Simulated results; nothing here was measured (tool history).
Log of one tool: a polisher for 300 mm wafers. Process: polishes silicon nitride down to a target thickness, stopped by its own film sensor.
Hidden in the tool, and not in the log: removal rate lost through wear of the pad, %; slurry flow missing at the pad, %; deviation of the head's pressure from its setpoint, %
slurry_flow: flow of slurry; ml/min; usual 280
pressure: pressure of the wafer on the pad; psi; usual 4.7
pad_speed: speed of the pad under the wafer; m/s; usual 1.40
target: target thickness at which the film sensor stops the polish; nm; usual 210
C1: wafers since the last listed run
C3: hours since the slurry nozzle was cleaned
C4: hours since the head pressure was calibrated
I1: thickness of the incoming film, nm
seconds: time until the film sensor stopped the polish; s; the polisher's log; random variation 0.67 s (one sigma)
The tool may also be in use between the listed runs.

Run 1, hour 0.0: usual settings; C1 0; wafers polished on this pad 48; C3 327.8; C4 551.3; I1 324.4. Result: seconds 52.3 s.
Run 2, hour 20.0: usual settings; C1 151; wafers polished on this pad 199; C3 347.8; C4 571.3; I1 326.6. Result: seconds 54.8 s.
Run 3, hour 38.8: usual settings; C1 142; wafers polished on this pad 342; C3 366.6; C4 590.1; I1 325.3. Result: seconds 53.3 s.
Run 4, hour 57.8: usual settings; C1 144; wafers polished on this pad 486; C3 385.6; C4 609.1; I1 328.2. Result: seconds 55.5 s.
Run 5, hour 81.5: usual settings; C1 179; wafers polished on this pad 666; C3 409.3; C4 632.8; I1 331.6. Result: seconds 56.8 s.
Run 6, hour 109.3: usual settings; C1 210; wafers polished on this pad 877; C3 437.1; C4 660.6; I1 322.9. Result: seconds 53.3 s.
Run 7, hour 134.1: usual settings; C1 188; wafers polished on this pad 1065; C3 461.9; C4 685.4; I1 333.0. Result: seconds 59.4 s.
At hour 149.9: worn pad replaced by a new one.
Run 8, hour 169.2: usual settings but pad_speed 1.76 m/s; C1 235; wafers polished on this pad 146; C3 497.0; C4 720.5; I1 329.8. Result: seconds 45.9 s.
Run 9, hour 186.2: usual settings but pad_speed 1.76 m/s; C1 128; wafers polished on this pad 275; C3 514.0; C4 737.5; I1 332.2. Result: seconds 48.3 s.
Run 10, hour 198.2: usual settings; C1 91; wafers polished on this pad 366; C3 526.0; C4 749.5; I1 334.1. Result: seconds 58.4 s.
Run 11, hour 216.0: usual settings; C1 135; wafers polished on this pad 501; C3 543.8; C4 767.3; I1 330.8. Result: seconds 58.6 s.
Run 12, hour 247.7: usual settings; C1 240; wafers polished on this pad 741; C3 575.5; C4 799.0; I1 334.9. Result: seconds 60.8 s.
At hour 253.7: slurry nozzle cleaned.
Run 13, hour 262.5: usual settings but pad_speed 1.62 m/s; C1 104; wafers polished on this pad 846; C3 8.8; C4 813.8; I1 329.4. Result: seconds 51.8 s.
At hour 308.2: worn pad replaced by a new one.
Run 14, hour 347.5: usual settings but pad_speed 1.62 m/s; C1 614; wafers polished on this pad 298; C3 93.8; C4 898.8; I1 325.9. Result: seconds 49.0 s.
Run 15, hour 372.6: usual settings but pad_speed 1.62 m/s; C1 190; wafers polished on this pad 488; C3 118.9; C4 923.9; I1 328.5. Result: seconds 50.0 s.
Run 16, hour 387.7: usual settings but pressure 3.4 psi, pad_speed 1.60 m/s; C1 114; wafers polished on this pad 603; C3 134.0; C4 939.0; I1 324.5. Result: seconds 63.9 s.
At hour 398.4: head pressure recalibrated.
Run 17, hour 412.3: usual settings; C1 171; wafers polished on this pad 775; C3 158.6; C4 13.9; I1 331.1. Result: seconds 58.7 s.
Run 18, hour 425.0: usual settings but slurry_flow 220 ml/min, pad_speed 1.24 m/s; C1 96; wafers polished on this pad 871; C3 171.3; C4 26.6; I1 328.2. Result: seconds 64.9 s.
Run 19, hour 446.8: usual settings but pressure 3.4 psi, pad_speed 1.64 m/s; C1 165; wafers polished on this pad 1036; C3 193.1; C4 48.4; I1 327.6. Result: seconds 65.6 s.
At hour 475.2: worn pad replaced by a new one.
Run 20, hour 480.7: usual settings but slurry_flow 380 ml/min, pressure 6.2 psi, pad_speed 1.28 m/s; C1 226; wafers polished on this pad 41; C3 227.0; C4 82.3; I1 332.0. Result: seconds 47.7 s.
Run 21, hour 511.9: usual settings but slurry_flow 380 ml/min, pressure 6.2 psi, pad_speed 1.28 m/s; C1 236; wafers polished on this pad 278; C3 258.2; C4 113.5; I1 333.6. Result: seconds 47.8 s.
Run 22, hour 541.6: usual settings but slurry_flow 255 ml/min, pressure 6.1 psi, pad_speed 1.02 m/s, target 170 nm; C1 225; wafers polished on this pad 504; C3 287.9; C4 143.2; I1 332.7. Result: seconds 80.1 s.
Run 23, hour 554.7: usual settings but slurry_flow 190 ml/min, pad_speed 1.12 m/s; C1 99; wafers polished on this pad 603; C3 301.0; C4 156.3; I1 329.5. Result: seconds 71.1 s.
Run 24, hour 566.8: usual settings but slurry_flow 325 ml/min, target 240 nm; C1 91; wafers polished on this pad 695; C3 313.1; C4 168.4; I1 334.8. Result: seconds 44.5 s.
Run 25, hour 586.4: usual settings but slurry_flow 335 ml/min, pressure 3.3 psi; C1 148; wafers polished on this pad 844; C3 332.7; C4 188.0; I1 334.1. Result: seconds 76.8 s.
Run 26, hour 609.8: usual settings but pressure 5.7 psi, target 186 nm; C1 177; wafers polished on this pad 1021; C3 356.1; C4 211.4; I1 323.4. Result: seconds 56.7 s.
Run 27, hour 638.5: usual settings but slurry_flow 345 ml/min, pressure 4.0 psi; C1 217; wafers polished on this pad 1239; C3 384.8; C4 240.1; I1 332.7. Result: seconds 68.0 s.
At hour 643.7: worn pad replaced by a new one.
Run 28, hour 657.1: usual settings but target 229 nm; C1 110; wafers polished on this pad 101; C3 403.4; C4 258.7; I1 329.8. Result: seconds 47.8 s.
Run 29, hour 688.5: usual settings but pressure 3.4 psi; C1 238; wafers polished on this pad 339; C3 434.8; C4 290.1; I1 330.2. Result: seconds 74.2 s.
Run 30, hour 711.8: usual settings but pressure 3.4 psi, pad_speed 0.96 m/s, target 251 nm; C1 176; wafers polished on this pad 516; C3 458.1; C4 313.4; I1 327.5. Result: seconds 62.7 s.
Run 31, hour 742.9: usual settings; C1 235; wafers polished on this pad 752; C3 489.2; C4 344.5; I1 332.8. Result: seconds 59.5 s.

Some steps in seconds between neighbouring runs. How much of each would the tool show without its hidden state too (settings, what came in, random variation), and how much is left for the hidden state, with any gauge scatter that isn't in both results?
Run 7 -> 8: pad_speed 1.40 -> 1.76, worn pad replaced by a new one. seconds -13.5 s: hidden state -2.3, all else -11.2.
Run 19 -> 20: slurry_flow 280 -> 380, pressure 3.4 -> 6.2, pad_speed 1.64 -> 1.28, worn pad replaced by a new one. seconds -17.9 s: hidden state -3.0, all else -14.9.
Run 21 -> 22: slurry_flow 380 -> 255, pressure 6.2 -> 6.1, pad_speed 1.28 -> 1.02, target 210 -> 170. seconds +32.3 s: hidden state +0.8, all else +31.5.
Run 23 -> 24: slurry_flow 190 -> 325, pad_speed 1.12 -> 1.40, target 210 -> 240. seconds -26.6 s: hidden state -0.4, all else -26.2.
Run 24 -> 25: slurry_flow 325 -> 335, pressure 4.7 -> 3.3, target 240 -> 210. seconds +32.3 s: hidden state +1.6, all else +30.7.
Run 27 -> 28: slurry_flow 345 -> 280, pressure 4.0 -> 4.7, target 210 -> 229, worn pad replaced by a new one. seconds -20.2 s: hidden state -4.0, all else -16.2.
